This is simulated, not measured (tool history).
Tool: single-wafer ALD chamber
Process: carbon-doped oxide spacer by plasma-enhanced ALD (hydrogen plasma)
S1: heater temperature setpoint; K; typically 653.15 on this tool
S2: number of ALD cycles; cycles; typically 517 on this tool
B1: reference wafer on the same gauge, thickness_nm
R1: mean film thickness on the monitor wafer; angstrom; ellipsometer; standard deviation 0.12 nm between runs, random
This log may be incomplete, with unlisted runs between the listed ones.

{"run": 1, "hour": 0.0, "S1": 642.15, "S2": 517, "B1": 20.594, "R1": 255.39}
{"run": 2, "hour": 29.9, "S1": 642.15, "S2": 517, "B1": 20.626, "R1": 256.48}
{"run": 3, "hour": 62.4, "S1": 642.15, "S2": 517, "B1": 20.584, "R1": 256.94}
{"run": 4, "hour": 78.6, "S1": 653.15, "S2": 517, "B1": 20.641, "R1": 254.33}
{"run": 5, "hour": 93.3, "S1": 653.15, "S2": 517, "B1": 20.628, "R1": 256.7}
{"hour": 116.8, "done": "thermocouple changed; heater temperature recalibrated"}
{"run": 6, "hour": 127.5, "S1": 653.15, "S2": 517, "B1": 20.617, "R1": 256.9}
{"run": 7, "hour": 149.1, "S1": 653.15, "S2": 517, "B1": 20.629, "R1": 258.72}
{"run": 8, "hour": 174.2, "S1": 663.15, "S2": 570, "B1": 20.576, "R1": 284.55}
{"run": 9, "hour": 202.0, "S1": 653.15, "S2": 430, "B1": 20.621, "R1": 211.55}
{"run": 10, "hour": 236.0, "S1": 659.15, "S2": 586, "B1": 20.591, "R1": 291.63}
{"run": 11, "hour": 257.7, "S1": 639.15, "S2": 600, "B1": 20.609, "R1": 296.5}
{"hour": 267.5, "done": "gauge calibrated"}
{"run": 12, "hour": 283.0, "S1": 662.15, "S2": 571, "B1": 20.645, "R1": 283.96}
{"run": 13, "hour": 303.4, "S1": 662.15, "S2": 613, "B1": 20.583, "R1": 305.78}
{"run": 14, "hour": 319.9, "S1": 653.15, "S2": 517, "B1": 20.586, "R1": 254.23}
{"run": 15, "hour": 345.2, "S1": 662.15, "S2": 517, "B1": 20.585, "R1": 257.47}

Below are 5 alternative next runs, each starting from the tool's condition after run 15. Predict each:
{"run": "A", "hour": 346.4, "S1": 653.15, "S2": 517, "B1": "?", "R1": "?"}
{"run": "B", "hour": 346.4, "S1": 644.15, "S2": 586, "B1": "?", "R1": "?"}
{"run": "C", "hour": 346.4, "S1": 639.15, "S2": 577, "B1": "?", "R1": "?"}
{"run": "D", "hour": 346.4, "S1": 661.15, "S2": 566, "B1": "?", "R1": "?"}
{"run": "E", "hour": 346.4, "S1": 643.15, "S2": 436, "B1": "?", "R1": "?"}

run=A B1=20.629 R1=258.16
run=B B1=20.629 R1=292.62
run=C B1=20.629 R1=288.13
run=D B1=20.629 R1=282.63
run=E B1=20.629 R1=217.72
With the hidden condition removed and each run's random variation left untouched, the same runs would have given:
run=A R1=258.16
run=B R1=292.62
run=C R1=288.13
run=D R1=282.63
run=E R1=217.72
